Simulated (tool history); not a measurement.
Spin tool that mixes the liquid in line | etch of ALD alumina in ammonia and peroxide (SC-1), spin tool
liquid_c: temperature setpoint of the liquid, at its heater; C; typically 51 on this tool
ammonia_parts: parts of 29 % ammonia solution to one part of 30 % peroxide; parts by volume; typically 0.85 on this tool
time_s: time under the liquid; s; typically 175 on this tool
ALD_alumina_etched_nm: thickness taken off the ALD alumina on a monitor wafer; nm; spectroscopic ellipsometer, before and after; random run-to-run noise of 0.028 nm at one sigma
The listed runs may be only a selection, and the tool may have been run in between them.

run     day  liquid_c  ammonia_parts  time_s  wafers since the last listed run  hours since the thermometer was replaced  hours since the ammonia flow meter was replaced  hours since the heated supply line was repaired  hours since the drum of ammonia solution was connected  hours since the gauge calibration  read-back film thickness of the ALD alumina reference wafer, read on the same gauge (nm)  ALD_alumina_etched_nm
  1       0        51           1.05     175                                 0                                       4.7                                           1118.5                                           2827.5                                                   928.5                               1056                                                                                     49.99                      7
      0.271  -- new drum of ammonia solution connected
  2   6.029        51           1.05     175                               713                                     149.4                                           1263.2                                           2972.2                                                   138.2                             1200.7                                                                                     50.02                   6.97
  3   7.246        51           0.85     175                               145                                     178.6                                           1292.4                                           3001.4                                                   167.4                             1229.9                                                                                     50.02                   6.77
  4  10.088        51           0.85     175                               338                                     246.8                                           1360.6                                           3069.6                                                   235.6                             1298.1                                                                                     50.01                   6.86
  5  11.962        51           0.85     130                               223                                     291.8                                           1405.6                                           3114.6                                                   280.6                             1343.1                                                                                     50.01                   5.07
  6  14.825        51           0.85     175                               341                                     360.5                                           1474.3                                           3183.3                                                   349.3                             1411.8                                                                                     49.95                   6.77
     15.633  -- ammonia flow meter replaced
  7   16.35        51            0.5     115                               176                                     397.1                                             17.2                                           3219.9                                                   385.9                             1448.4                                                                                     49.99                   4.24
  8   18.85      54.5           0.85     175                               297                                     457.1                                             77.2                                           3279.9                                                   445.9                             1508.4                                                                                     49.98                   8.22
  9    21.5        51           0.85     175                               315                                     520.7                                            140.8                                           3343.5                                                   509.5                               1572                                                                                     49.99                   6.82
 10  22.933        51           0.85     120                               170                                     555.1                                            175.2                                           3377.9                                                   543.9                             1606.4                                                                                     49.99                   4.65
     23.538  -- gauge calibrated
 11  25.083      42.5           1.05     110                               256                                     606.7                                            226.8                                           3429.5                                                   595.5                               37.1                                                                                     49.99                   2.68
     32.038  -- heated supply line repaired
 12  33.708        51           0.85     175                              1023                                     813.7                                            433.8                                             40.1                                                   802.5                              244.1                                                                                     49.99                   7.18
 13  36.038        51           0.85     175                               277                                     869.6                                            489.7                                               96                                                   858.4                                300                                                                                     49.98                   7.22
 14  37.329        56            0.7     175                               153                                     900.6                                            520.7                                              127                                                   889.4                                331                                                                                     49.98                   9.23
 15  39.367        51           0.85     175                               242                                     949.5                                            569.6                                            175.9                                                   938.3                              379.9                                                                                     50.05                   7.19

For run 16, what comes out?
 16  41.021        56           0.85     175                               197                                     989.2                                            609.3                                            215.6                                                     978                              419.6                                                                                         ?                      ?

For run 16 the tool returned read-back film thickness of the ALD alumina reference wafer, read on the same gauge (nm) 50.01, ALD_alumina_etched_nm 9.37 nm.
If the tool had no hidden condition, the same run with the same run-to-run variation would have returned ALD_alumina_etched_nm 9.47 nm.
